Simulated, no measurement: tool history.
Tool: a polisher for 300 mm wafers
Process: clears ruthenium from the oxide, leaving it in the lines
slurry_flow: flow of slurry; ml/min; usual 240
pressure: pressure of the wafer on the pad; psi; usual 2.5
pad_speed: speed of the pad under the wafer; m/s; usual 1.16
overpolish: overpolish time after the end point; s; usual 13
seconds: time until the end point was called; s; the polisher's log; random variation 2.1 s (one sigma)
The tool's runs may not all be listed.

run,hour,slurry_flow,pressure,pad_speed,overpolish,wafers since the last listed run,wafers polished on this pad,hours since the slurry nozzle was cleaned,hours since the head pressure was calibrated,"incoming thickness of the incoming film, nm",seconds
1,0.0,240,2.5,1.02,13,0,1536,451.4,485.0,221.6,181.7
2,60.9,240,2.5,1.02,13,449,1986,512.3,545.9,221.6,186.9
# hour 65.6: worn pad replaced by a new one
3,111.1,240,2.5,1.16,13,341,336,562.5,596.1,218.8,148.9
4,182.6,240,2.5,1.16,13,527,864,634.0,667.6,222.5,152.8
5,210.3,240,2.5,1.16,13,204,1068,661.7,695.3,221.5,155.8
# hour 211.3: slurry nozzle cleaned
6,281.3,240,2.5,1.16,13,516,1585,70.0,766.3,221.5,158.1
# hour 304.4: worn pad replaced by a new one
7,344.1,240,2.5,1.16,13,434,293,132.8,829.1,219.1,151.9
# hour 400.8: head pressure recalibrated
8,406.4,240,2.5,1.16,13,445,738,195.1,5.6,221.8,153.9
9,454.9,240,2.5,1.28,13,358,1096,243.6,54.1,221.2,139.3
10,486.5,240,2.5,1.28,13,233,1329,275.2,85.7,218.3,143.6
# hour 590.8: worn pad replaced by a new one
11,631.6,240,2.5,1.02,13,1041,301,420.3,230.8,218.2,165.2
12,812.2,240,2.5,1.28,13,1333,1634,600.9,411.4,220.6,144.7
13,857.3,240,2.8,1.16,13,332,1967,646.0,456.5,217.7,146.6
# hour 866.0: worn pad replaced by a new one
14,909.7,240,2.0,1.04,13,357,322,698.4,508.9,220.3,204.8
15,938.9,175,1.9,1.44,13,215,537,727.6,538.1,223.8,165.1
# hour 962.5: slurry nozzle cleaned
16,974.0,240,2.5,0.82,6,251,789,11.5,573.2,218.0,213.0
17,1106.4,240,2.5,1.56,13,977,1767,143.9,705.6,219.8,118.8
# hour 1132.4: worn pad replaced by a new one
18,1150.9,270,2.2,0.96,13,299,136,188.4,750.1,218.9,197.2
19,1206.0,240,2.5,1.16,13,406,543,243.5,805.2,220.8,147.6
20,1271.7,240,2.5,1.16,15,485,1028,309.2,870.9,220.5,155.6

4 ways to go on from here, each from the tool as it stands after run 20. What would each give?
A,1272.2,240,2.5,1.16,13,3,1031,309.7,871.4,218.1,?
B,1272.2,240,2.5,1.16,8,3,1031,309.7,871.4,218.1,?
C,1272.2,305,3.0,1.38,13,3,1031,309.7,871.4,218.1,?
D,1272.2,290,2.2,1.16,13,3,1031,309.7,871.4,218.1,?

run,seconds
A,150.0
B,150.0
C,102.4
D,167.0
Without the tool's hidden state the same runs would have given:
run,seconds
A,145.2
B,145.2
C,99.1
D,161.6
